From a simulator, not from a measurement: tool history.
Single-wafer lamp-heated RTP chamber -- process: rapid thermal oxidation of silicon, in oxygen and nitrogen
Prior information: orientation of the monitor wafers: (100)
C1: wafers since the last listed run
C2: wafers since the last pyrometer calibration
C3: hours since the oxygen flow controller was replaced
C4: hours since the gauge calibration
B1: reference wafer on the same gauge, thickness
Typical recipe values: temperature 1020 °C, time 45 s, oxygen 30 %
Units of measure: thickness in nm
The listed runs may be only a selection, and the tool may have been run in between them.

Run 1, day 0.000: usual settings; C1 0; C2 9105; C3 3255.4; C4 572.6; B1 4.252. Result: thickness 4.205 nm.
Run 2, day 1.692: usual settings; C1 689; C2 9795; C3 3296.0; C4 613.2; B1 4.252. Result: thickness 4.241 nm.
At day 2.975: pyrometer window cleaned and pyrometer calibrated.
Run 3, day 3.929: usual settings but temperature 1008 °C; C1 776; C2 388; C3 3349.7; C4 666.9; B1 4.249. Result: thickness 3.813 nm.
Run 4, day 7.817: usual settings; C1 1584; C2 1972; C3 3443.0; C4 760.2; B1 4.254. Result: thickness 4.113 nm.
Run 5, day 10.038: usual settings; C1 905; C2 2878; C3 3496.3; C4 813.5; B1 4.251. Result: thickness 4.122 nm.
Run 6, day 11.821: usual settings; C1 726; C2 3605; C3 3539.1; C4 856.3; B1 4.251. Result: thickness 4.139 nm.
Run 7, day 13.425: usual settings; C1 653; C2 4259; C3 3577.6; C4 894.8; B1 4.246. Result: thickness 4.135 nm.
Run 8, day 16.362: usual settings; C1 1197; C2 5456; C3 3648.1; C4 965.3; B1 4.251. Result: thickness 4.133 nm.
Run 9, day 19.046: usual settings; C1 1093; C2 6550; C3 3712.5; C4 1029.7; B1 4.252. Result: thickness 4.169 nm.
Run 10, day 23.196: usual settings; C1 1691; C2 8242; C3 3812.1; C4 1129.3; B1 4.249. Result: thickness 4.221 nm.
Run 11, day 25.750: usual settings; C1 1041; C2 9283; C3 3873.4; C4 1190.6; B1 4.248. Result: thickness 4.222 nm.
Run 12, day 27.792: usual settings but oxygen 17 %; C1 832; C2 10115; C3 3922.4; C4 1239.6; B1 4.249. Result: thickness 3.585 nm.
At day 28.171: pyrometer window cleaned and pyrometer calibrated.
Run 13, day 31.854: usual settings but oxygen 17 %; C1 1520; C2 1501; C3 4019.9; C4 1337.1; B1 4.248. Result: thickness 3.486 nm.
Run 14, day 33.892: usual settings but oxygen 17 %; C1 830; C2 2331; C3 4068.8; C4 1386.0; B1 4.250. Result: thickness 3.501 nm.
Run 15, day 36.846: usual settings; C1 1204; C2 3535; C3 4139.7; C4 1456.9; B1 4.251. Result: thickness 4.120 nm.
Run 16, day 39.167: usual settings; C1 946; C2 4481; C3 4195.4; C4 1512.6; B1 4.250. Result: thickness 4.134 nm.
Run 17, day 40.958: usual settings; C1 730; C2 5212; C3 4238.4; C4 1555.6; B1 4.248. Result: thickness 4.131 nm.
Run 18, day 43.042: usual settings but oxygen 46 %; C1 849; C2 6061; C3 4288.4; C4 1605.6; B1 4.251. Result: thickness 4.766 nm.
Run 19, day 46.962: usual settings but temperature 1030 °C, time 60 s, oxygen 17 %; C1 1598; C2 7659; C3 4382.5; C4 1699.7; B1 4.249. Result: thickness 4.197 nm.
At day 49.417: oxygen flow controller replaced.
At day 49.479: pyrometer window cleaned and pyrometer calibrated.
Run 20, day 50.404: usual settings; C1 1241; C2 377; C3 23.7; C4 1782.3; B1 4.249. Result: thickness 4.095 nm.
Run 21, day 53.900: usual settings but time 60 s, oxygen 57 %; C1 1425; C2 1802; C3 107.6; C4 1866.2; B1 4.249. Result: thickness 5.695 nm.
Run 22, day 55.879: usual settings; C1 806; C2 2609; C3 155.1; C4 1913.7; B1 4.246. Result: thickness 4.091 nm.
Run 23, day 60.017: usual settings but time 62 s, oxygen 53 %; C1 1686; C2 4295; C3 254.4; C4 2013.0; B1 4.248. Result: thickness 5.677 nm.
Run 24, day 62.062: usual settings; C1 833; C2 5129; C3 303.5; C4 2062.1; B1 4.249. Result: thickness 4.129 nm.
At day 62.862: gauge calibrated.
Run 25, day 66.525: usual settings; C1 1819; C2 6948; C3 410.6; C4 87.9; B1 4.253. Result: thickness 4.148 nm.
Run 26, day 69.979: usual settings; C1 1408; C2 8356; C3 493.5; C4 170.8; B1 4.249. Result: thickness 4.194 nm.
At day 72.238: pyrometer window cleaned and pyrometer calibrated.
Run 27, day 81.621: usual settings but temperature 1030 °C, time 32 s, oxygen 17 %; C1 4609; C2 3825; C3 772.9; C4 450.2; B1 4.252. Result: thickness 3.279 nm.
Run 28, day 85.617: usual settings but temperature 993 °C, time 30 s, oxygen 39 %; C1 1628; C2 5454; C3 868.8; C4 546.1; B1 4.249. Result: thickness 3.268 nm.
Run 29, day 88.100: usual settings but temperature 1003 °C, time 67 s, oxygen 51 %; C1 1012; C2 6466; C3 928.4; C4 605.7; B1 4.252. Result: thickness 5.204 nm.
Run 30, day 91.700: usual settings but temperature 1039 °C, time 67 s, oxygen 17 %; C1 1467; C2 7934; C3 1014.8; C4 692.1; B1 4.251. Result: thickness 4.638 nm.
Run 31, day 93.217: usual settings; C1 618; C2 8552; C3 1051.2; C4 728.5; B1 4.246. Result: thickness 4.193 nm.
At day 94.142: pyrometer window cleaned and pyrometer calibrated.
Run 32, day 95.054: usual settings but temperature 992 °C, time 59 s, oxygen 48 %; C1 613; C2 372; C3 1095.3; C4 772.6; B1 4.247. Result: thickness 4.411 nm.
Run 33, day 98.604: usual settings but temperature 1000 °C, time 56 s, oxygen 59 %; C1 1447; C2 1819; C3 1180.5; C4 857.8; B1 4.248. Result: thickness 4.865 nm.
Run 34, day 108.946: usual settings but temperature 1010 °C, oxygen 49 %; C1 4215; C2 6035; C3 1428.7; C4 1106.0; B1 4.251. Result: thickness 4.548 nm.
Run 35, day 114.700: usual settings but oxygen 41 %; C1 2345; C2 8380; C3 1566.8; C4 1244.1; B1 4.251. Result: thickness 4.621 nm.

What was the tool's hidden state at every run in the log?
deviation of the oxygen flow from its setpoint, %: 0 at every run
gauge reads high (%): 0 at every run
H1: true wafer temperature minus pyrometer reading, K
run     H1
  1   4.68
  2   5.38
  3  0.982
  4   1.18
  5   1.42
  6   1.67
  7   1.95
  8   2.57
  9   3.27
 10   4.62
 11   5.59
 12   6.46
 13  0.684
 14  0.854
 15   1.23
 16   1.64
 17   2.02
 18   2.53
 19   3.71
 20  0.149
 21  0.315
 22  0.506
 23   1.13
 24   1.55
 25   2.73
 26   3.88
 27  0.838
 28   1.65
 29   2.29
 30   3.43
 31   3.97
 32   0.15
 33   0.32
 34    2.1
 35   3.91
